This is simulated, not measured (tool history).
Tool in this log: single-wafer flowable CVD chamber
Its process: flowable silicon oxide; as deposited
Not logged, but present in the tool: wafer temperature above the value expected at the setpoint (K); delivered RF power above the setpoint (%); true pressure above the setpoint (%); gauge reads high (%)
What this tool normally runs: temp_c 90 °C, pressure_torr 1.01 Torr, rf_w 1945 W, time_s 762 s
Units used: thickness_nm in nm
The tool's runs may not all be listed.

| run | hour | temp_c | pressure_torr | rf_w | time_s | wafers since the last listed run | hours since the last thermocouple change | hours since the last RF generator calibration | hours since the last manometer calibration | hours since the showerhead was replaced | hours since the gauge calibration | read-back reference wafer on the same gauge, thickness_nm | thickness_nm |
|---|---|---|---|---|---|---|---|---|---|---|---|---|---|
| 1 | 0 | 90 | 1.01 | 1945 | 762 | 0 | 1121.3 | 803.4 | 1603.9 | 6418.6 | 795.6 | 979.971 | 871.823 |
| 2 | 29.8 | 90 | 1.01 | 1945 | 762 | 48 | 1151.1 | 833.2 | 1633.7 | 6448.4 | 825.4 | 982.67 | 873.185 |
|  | 71.2 | showerhead replaced |
| 3 | 71.7 | 90 | 1.01 | 1945 | 762 | 54 | 1193 | 875.1 | 1675.6 | 0.5 | 867.3 | 979.126 | 880.169 |
| 4 | 84.1 | 90 | 1.01 | 1945 | 762 | 20 | 1205.4 | 887.5 | 1688 | 12.9 | 879.7 | 981.418 | 875.937 |
| 5 | 108 | 90 | 1.01 | 1945 | 762 | 38 | 1229.3 | 911.4 | 1711.9 | 36.8 | 903.6 | 980.383 | 870.795 |
| 6 | 123.6 | 90 | 1.01 | 1945 | 762 | 25 | 1244.9 | 927 | 1727.5 | 52.4 | 919.2 | 981.475 | 879.286 |
| 7 | 150.5 | 90 | 1.01 | 1945 | 762 | 43 | 1271.8 | 953.9 | 1754.4 | 79.3 | 946.1 | 981.375 | 876.559 |
| 8 | 167.6 | 90 | 1.01 | 1945 | 762 | 27 | 1288.9 | 971 | 1771.5 | 96.4 | 963.2 | 981.056 | 877.753 |
| 9 | 181.4 | 90 | 1.01 | 1945 | 762 | 22 | 1302.7 | 984.8 | 1785.3 | 110.2 | 977 | 981.762 | 879.289 |
| 10 | 200.4 | 90 | 1.17 | 1945 | 615 | 30 | 1321.7 | 1003.8 | 1804.3 | 129.2 | 996 | 981.514 | 774.277 |
| 11 | 220.5 | 83 | 1.01 | 1725 | 618 | 32 | 1341.8 | 1023.9 | 1824.4 | 149.3 | 1016.1 | 980.439 | 831.54 |
|  | 237.8 | thermocouple changed; heater temperature recalibrated |
| 12 | 244.8 | 80 | 1.01 | 1945 | 762 | 26 | 7 | 1048.2 | 1848.7 | 173.6 | 1040.4 | 981.868 | 1142.389 |
|  | 256.3 | capacitance manometer re-zeroed and calibrated |
| 13 | 279.8 | 90 | 1.01 | 1945 | 762 | 43 | 42 | 1083.2 | 23.5 | 208.6 | 1075.4 | 980.586 | 848.787 |
| 14 | 314.8 | 83 | 1.01 | 1725 | 618 | 56 | 77 | 1118.2 | 58.5 | 243.6 | 1110.4 | 979.967 | 799.947 |
| 15 | 335.6 | 90 | 0.77 | 1945 | 687 | 33 | 97.8 | 1139 | 79.3 | 264.4 | 1131.2 | 980.564 | 652.208 |
|  | 351.8 | gauge calibrated |
| 16 | 366.4 | 102 | 1.25 | 1945 | 853 | 49 | 128.6 | 1169.8 | 110.1 | 295.2 | 14.6 | 982.874 | 764.275 |
|  | 382.7 | RF generator calibrated |
| 17 | 395.8 | 79 | 1.01 | 1945 | 762 | 34 | 158 | 13.1 | 139.5 | 324.6 | 44 | 981.731 | 1126.915 |
| 18 | 477.6 | 90 | 1.01 | 1945 | 762 | 132 | 239.8 | 94.9 | 221.3 | 406.4 | 125.8 | 981.13 | 848.005 |
| 19 | 511.3 | 99 | 0.88 | 2120 | 900 | 54 | 273.5 | 128.6 | 255 | 440.1 | 159.5 | 981.721 | 722.438 |
| 20 | 542.2 | 90 | 1.01 | 1945 | 762 | 50 | 304.4 | 159.5 | 285.9 | 471 | 190.4 | 981.093 | 848.137 |
| 21 | 571.5 | 90 | 0.9 | 1840 | 762 | 47 | 333.7 | 188.8 | 315.2 | 500.3 | 219.7 | 980.069 | 781.886 |

Estimate the outcome of run 22 from the log above:
| 22 | 601.1 | 85 | 1.21 | 1945 | 698 | 47 | 363.3 | 218.4 | 344.8 | 529.9 | 249.3 | ? | ? |

read-back reference wafer on the same gauge, thickness_nm: 981.605
thickness_nm: 989.212 nm
With the hidden condition absent and the run-to-run variation left alone, this run would have shown thickness_nm 986.239 nm.

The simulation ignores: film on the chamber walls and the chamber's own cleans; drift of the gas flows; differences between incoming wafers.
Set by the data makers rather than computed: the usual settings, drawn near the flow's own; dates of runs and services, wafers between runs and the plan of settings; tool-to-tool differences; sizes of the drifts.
